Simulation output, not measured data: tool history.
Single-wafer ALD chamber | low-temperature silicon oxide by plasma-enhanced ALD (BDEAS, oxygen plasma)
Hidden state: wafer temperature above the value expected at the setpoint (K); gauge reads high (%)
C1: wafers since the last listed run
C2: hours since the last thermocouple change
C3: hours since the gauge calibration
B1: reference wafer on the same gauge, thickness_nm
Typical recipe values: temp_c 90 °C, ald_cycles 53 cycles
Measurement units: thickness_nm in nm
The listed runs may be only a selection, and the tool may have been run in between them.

Run 1, hour 0.0: usual settings; C1 0; C2 364.9; C3 55.6; B1 10.088. Result: thickness_nm 8.752 nm.
Run 2, hour 68.2: usual settings; C1 406; C2 433.1; C3 123.8; B1 10.093. Result: thickness_nm 8.720 nm.
Run 3, hour 132.7: usual settings; C1 384; C2 497.6; C3 188.3; B1 10.093. Result: thickness_nm 8.674 nm.
Run 4, hour 202.1: usual settings but temp_c 99 °C, ald_cycles 49 cycles; C1 413; C2 567.0; C3 257.7; B1 10.085. Result: thickness_nm 7.787 nm.
Run 5, hour 409.5: usual settings but temp_c 99 °C, ald_cycles 49 cycles; C1 1236; C2 774.4; C3 465.1; B1 10.087. Result: thickness_nm 7.799 nm.
Run 6, hour 469.0: usual settings; C1 354; C2 833.9; C3 524.6; B1 10.087. Result: thickness_nm 8.727 nm.
Run 7, hour 503.5: usual settings; C1 205; C2 868.4; C3 559.1; B1 10.087. Result: thickness_nm 8.739 nm.
Run 8, hour 557.2: usual settings; C1 320; C2 922.1; C3 612.8; B1 10.090. Result: thickness_nm 8.707 nm.
At hour 605.8: thermocouple changed; heater temperature recalibrated.
Run 9, hour 610.4: usual settings but temp_c 93 °C; C1 269; C2 4.6; C3 666.0; B1 10.094. Result: thickness_nm 8.608 nm.
At hour 676.2: gauge calibrated.
Run 10, hour 682.1: usual settings but temp_c 93 °C; C1 427; C2 76.3; C3 5.9; B1 10.093. Result: thickness_nm 8.624 nm.
Run 11, hour 734.5: usual settings; C1 312; C2 128.7; C3 58.3; B1 10.093. Result: thickness_nm 8.725 nm.
Run 12, hour 766.6: usual settings but temp_c 100 °C, ald_cycles 48 cycles; C1 191; C2 160.8; C3 90.4; B1 10.089. Result: thickness_nm 7.586 nm.
Run 13, hour 809.2: usual settings; C1 253; C2 203.4; C3 133.0; B1 10.087. Result: thickness_nm 8.744 nm.
Run 14, hour 869.4: usual settings; C1 358; C2 263.6; C3 193.2; B1 10.092. Result: thickness_nm 8.675 nm.
Run 15, hour 935.1: usual settings but ald_cycles 46 cycles; C1 391; C2 329.3; C3 258.9; B1 10.090. Result: thickness_nm 7.553 nm.
Run 16, hour 961.2: usual settings but temp_c 80 °C; C1 155; C2 355.4; C3 285.0; B1 10.088. Result: thickness_nm 9.073 nm.
Run 17, hour 1032.7: usual settings but temp_c 76 °C, ald_cycles 45 cycles; C1 426; C2 426.9; C3 356.5; B1 10.085. Result: thickness_nm 7.789 nm.
Run 18, hour 1089.0: usual settings but temp_c 78 °C, ald_cycles 61 cycles; C1 335; C2 483.2; C3 412.8; B1 10.091. Result: thickness_nm 10.506 nm.
Run 19, hour 1124.4: usual settings but ald_cycles 46 cycles; C1 210; C2 518.6; C3 448.2; B1 10.091. Result: thickness_nm 7.539 nm.
Run 20, hour 1163.4: usual settings; C1 232; C2 557.6; C3 487.2; B1 10.086. Result: thickness_nm 8.671 nm.
Run 21, hour 1209.5: usual settings but temp_c 102 °C; C1 274; C2 603.7; C3 533.3; B1 10.098. Result: thickness_nm 8.315 nm.
Run 22, hour 1250.5: usual settings but temp_c 101 °C, ald_cycles 44 cycles; C1 244; C2 644.7; C3 574.3; B1 10.087. Result: thickness_nm 6.958 nm.

4 ways to go on from here, each from the tool as it stands after run 22. What would each give?
Run A, hour 1251.0: usual settings but temp_c 78 °C; C1 2; C2 645.2; C3 574.8; B1 ?. Result: thickness_nm ?.
Run B, hour 1251.0: usual settings but temp_c 82 °C, ald_cycles 48 cycles; C1 2; C2 645.2; C3 574.8; B1 ?. Result: thickness_nm ?.
Run C, hour 1251.0: usual settings but temp_c 99 °C, ald_cycles 63 cycles; C1 2; C2 645.2; C3 574.8; B1 ?. Result: thickness_nm ?.
Run D, hour 1251.0: usual settings but temp_c 102 °C, ald_cycles 45 cycles; C1 2; C2 645.2; C3 574.8; B1 ?. Result: thickness_nm ?.

run      B1  thickness_nm
  A  10.086         9.105
  B  10.086         8.121
  C  10.086         9.965
  D  10.086         7.074
With the hidden condition removed and each run's random variation left untouched, the same runs would have given:
run  thickness_nm
  A         9.105
  B         8.121
  C         9.965
  D         7.074
